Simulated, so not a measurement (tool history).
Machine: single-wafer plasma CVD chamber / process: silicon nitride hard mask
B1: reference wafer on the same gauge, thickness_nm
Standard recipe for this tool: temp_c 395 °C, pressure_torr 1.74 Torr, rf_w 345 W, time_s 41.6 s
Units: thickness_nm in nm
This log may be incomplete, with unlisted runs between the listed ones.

Run 1, hour 0.0: usual settings; B1 51.389. Result: thickness_nm 54.331 nm.
Run 2, hour 16.7: usual settings; B1 51.359. Result: thickness_nm 54.374 nm.
Run 3, hour 45.0: usual settings; B1 51.388. Result: thickness_nm 54.408 nm.
Run 4, hour 75.2: usual settings; B1 51.372. Result: thickness_nm 54.130 nm.
Run 5, hour 94.4: usual settings; B1 51.426. Result: thickness_nm 54.105 nm.
Run 6, hour 116.9: usual settings but temp_c 407 °C, rf_w 330 W; B1 51.430. Result: thickness_nm 52.166 nm.
Run 7, hour 145.2: usual settings but temp_c 407 °C, rf_w 330 W; B1 51.415. Result: thickness_nm 52.066 nm.
Run 8, hour 163.3: usual settings but temp_c 407 °C, rf_w 330 W; B1 51.408. Result: thickness_nm 52.381 nm.
At hour 182.9: gauge calibrated.
Run 9, hour 189.1: usual settings; B1 51.374. Result: thickness_nm 53.951 nm.
Run 10, hour 209.3: usual settings; B1 51.349. Result: thickness_nm 53.946 nm.
Run 11, hour 226.1: usual settings but rf_w 400 W; B1 51.432. Result: thickness_nm 59.028 nm.
Run 12, hour 239.7: usual settings but temp_c 383 °C, pressure_torr 1.39 Torr; B1 51.379. Result: thickness_nm 49.174 nm.
Run 13, hour 256.2: usual settings but pressure_torr 2.06 Torr, time_s 48.2 s; B1 51.399. Result: thickness_nm 66.399 nm.
At hour 271.1: showerhead replaced.
Run 14, hour 285.0: usual settings but rf_w 285 W; B1 51.406. Result: thickness_nm 47.114 nm.
Run 15, hour 307.9: usual settings but temp_c 407 °C, pressure_torr 2.11 Torr, rf_w 300 W; B1 51.402. Result: thickness_nm 52.316 nm.
At hour 342.4: capacitance manometer re-zeroed and calibrated.
At hour 342.8: thermocouple changed; heater temperature recalibrated.
Run 16, hour 343.3: usual settings but time_s 37.3 s; B1 51.361. Result: thickness_nm 47.860 nm.
Run 17, hour 358.7: usual settings but pressure_torr 2.06 Torr; B1 51.389. Result: thickness_nm 56.604 nm.
At hour 370.4: RF generator calibrated.
Run 18, hour 393.1: usual settings but temp_c 407 °C, rf_w 330 W; B1 51.378. Result: thickness_nm 53.794 nm.
Run 19, hour 408.4: usual settings but temp_c 407 °C, rf_w 330 W; B1 51.402. Result: thickness_nm 53.515 nm.
Run 20, hour 422.6: usual settings but temp_c 383 °C, pressure_torr 1.39 Torr; B1 51.333. Result: thickness_nm 50.391 nm.
Run 21, hour 473.2: usual settings; B1 51.453. Result: thickness_nm 55.243 nm.

Subtracting, for every run, the result it would have given without the tool's unlogged condition from the measured result gives the following. The same run-to-run variation enters both numbers; the gauge's scatter may not:
Unlogged tool condition in this case: wafer temperature above the value expected at the setpoint (K); delivered RF power above the setpoint (%); true pressure above the setpoint (%); gauge reads high (%).
run  thickness_nm
  1        -1.083
  2        -1.127
  3        -1.205
  4        -1.284
  5        -1.339
  6        -1.418
  7        -1.503
  8        -1.570
  9        -1.632
 10        -1.703
 11        -1.851
 12        -1.650
 13        -2.302
 14        -1.861
 15        -2.137
 16        -1.957
 17        -2.381
 18        -0.408
 19        -0.408
 20        -0.370
 21        -0.417
